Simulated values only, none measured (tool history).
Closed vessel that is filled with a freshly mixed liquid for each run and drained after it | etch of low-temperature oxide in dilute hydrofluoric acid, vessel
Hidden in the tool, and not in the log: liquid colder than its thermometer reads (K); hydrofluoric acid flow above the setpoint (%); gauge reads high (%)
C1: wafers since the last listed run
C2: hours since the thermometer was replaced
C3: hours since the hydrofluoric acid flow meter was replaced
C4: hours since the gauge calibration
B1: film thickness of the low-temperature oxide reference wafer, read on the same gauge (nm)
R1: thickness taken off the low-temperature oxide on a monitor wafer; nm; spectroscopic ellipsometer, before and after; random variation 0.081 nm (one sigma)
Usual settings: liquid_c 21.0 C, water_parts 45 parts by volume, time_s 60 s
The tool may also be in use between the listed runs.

{"run": 1, "day": 0.0, "liquid_c": 21.0, "water_parts": 45, "time_s": 65, "C1": 0, "C2": 1146.6, "C3": 962.5, "C4": 86.3, "B1": 39.98, "R1": 16.75}
{"run": 2, "day": 0.333, "liquid_c": 21.0, "water_parts": 45, "time_s": 65, "C1": 1049, "C2": 1154.6, "C3": 970.5, "C4": 94.3, "B1": 40.0, "R1": 16.65}
{"run": 3, "day": 0.625, "liquid_c": 21.0, "water_parts": 45, "time_s": 65, "C1": 918, "C2": 1161.6, "C3": 977.5, "C4": 101.3, "B1": 40.0, "R1": 16.92}
{"run": 4, "day": 1.075, "liquid_c": 21.0, "water_parts": 45, "time_s": 60, "C1": 1417, "C2": 1172.4, "C3": 988.3, "C4": 112.1, "B1": 40.01, "R1": 15.31}
{"run": 5, "day": 1.388, "liquid_c": 21.0, "water_parts": 45, "time_s": 60, "C1": 984, "C2": 1179.9, "C3": 995.8, "C4": 119.6, "B1": 40.0, "R1": 15.4}
{"run": 6, "day": 2.088, "liquid_c": 18.0, "water_parts": 40, "time_s": 60, "C1": 2204, "C2": 1196.7, "C3": 1012.6, "C4": 136.4, "B1": 39.98, "R1": 15.37}
{"run": 7, "day": 2.379, "liquid_c": 18.0, "water_parts": 40, "time_s": 60, "C1": 918, "C2": 1203.7, "C3": 1019.6, "C4": 143.4, "B1": 39.99, "R1": 15.22}
{"run": 8, "day": 2.988, "liquid_c": 21.0, "water_parts": 45, "time_s": 60, "C1": 1915, "C2": 1218.3, "C3": 1034.2, "C4": 158.0, "B1": 39.99, "R1": 15.32}
{"run": 9, "day": 3.488, "liquid_c": 21.0, "water_parts": 45, "time_s": 60, "C1": 1574, "C2": 1230.3, "C3": 1046.2, "C4": 170.0, "B1": 40.01, "R1": 15.58}
{"run": 10, "day": 4.008, "liquid_c": 21.0, "water_parts": 45, "time_s": 60, "C1": 1640, "C2": 1242.8, "C3": 1058.7, "C4": 182.5, "B1": 40.01, "R1": 15.52}
{"run": 11, "day": 4.675, "liquid_c": 21.0, "water_parts": 45, "time_s": 45, "C1": 2099, "C2": 1258.8, "C3": 1074.7, "C4": 198.5, "B1": 40.0, "R1": 11.63}
{"day": 4.904, "done": "hydrofluoric acid flow meter replaced"}
{"run": 12, "day": 5.171, "liquid_c": 21.0, "water_parts": 45, "time_s": 45, "C1": 1430, "C2": 1270.7, "C3": 6.4, "C4": 210.4, "B1": 40.03, "R1": 10.32}
{"run": 13, "day": 5.771, "liquid_c": 21.0, "water_parts": 45, "time_s": 60, "C1": 1889, "C2": 1285.1, "C3": 20.8, "C4": 224.8, "B1": 39.99, "R1": 13.78}
{"run": 14, "day": 6.388, "liquid_c": 21.0, "water_parts": 45, "time_s": 60, "C1": 1941, "C2": 1299.9, "C3": 35.6, "C4": 239.6, "B1": 39.99, "R1": 13.72}
{"day": 6.704, "done": "gauge calibrated"}
{"run": 15, "day": 7.004, "liquid_c": 21.0, "water_parts": 45, "time_s": 90, "C1": 1941, "C2": 1314.7, "C3": 50.4, "C4": 7.2, "B1": 40.0, "R1": 20.87}
{"run": 16, "day": 7.612, "liquid_c": 19.0, "water_parts": 25, "time_s": 50, "C1": 1915, "C2": 1329.3, "C3": 65.0, "C4": 21.8, "B1": 40.02, "R1": 19.67}
{"day": 7.821, "done": "thermometer replaced"}
{"run": 17, "day": 7.917, "liquid_c": 21.0, "water_parts": 45, "time_s": 60, "C1": 826, "C2": 2.3, "C3": 72.3, "C4": 29.1, "B1": 39.99, "R1": 13.89}
{"run": 18, "day": 8.388, "liquid_c": 21.0, "water_parts": 45, "time_s": 60, "C1": 1482, "C2": 13.6, "C3": 83.6, "C4": 40.4, "B1": 39.99, "R1": 13.91}
{"run": 19, "day": 9.117, "liquid_c": 21.0, "water_parts": 30, "time_s": 60, "C1": 2296, "C2": 31.1, "C3": 101.1, "C4": 57.9, "B1": 40.01, "R1": 21.36}
{"run": 20, "day": 9.833, "liquid_c": 21.0, "water_parts": 30, "time_s": 60, "C1": 2256, "C2": 48.3, "C3": 118.3, "C4": 75.1, "B1": 40.01, "R1": 21.23}
{"run": 21, "day": 10.104, "liquid_c": 18.5, "water_parts": 45, "time_s": 90, "C1": 852, "C2": 54.8, "C3": 124.8, "C4": 81.6, "B1": 40.0, "R1": 18.64}
{"run": 22, "day": 10.992, "liquid_c": 25.5, "water_parts": 45, "time_s": 90, "C1": 2794, "C2": 76.1, "C3": 146.1, "C4": 102.9, "B1": 40.0, "R1": 25.14}
{"run": 23, "day": 11.704, "liquid_c": 24.5, "water_parts": 55, "time_s": 75, "C1": 2243, "C2": 93.2, "C3": 163.2, "C4": 120.0, "B1": 40.01, "R1": 16.34}

Forecast run 24:
{"run": 24, "day": 12.112, "liquid_c": 21.0, "water_parts": 45, "time_s": 95, "C1": 1285, "C2": 103.0, "C3": 173.0, "C4": 129.8, "B1": "?", "R1": "?"}

B1: 39.98
R1: 22.18 nm
Without the tool's hidden state the same run would have given R1 21.79 nm.
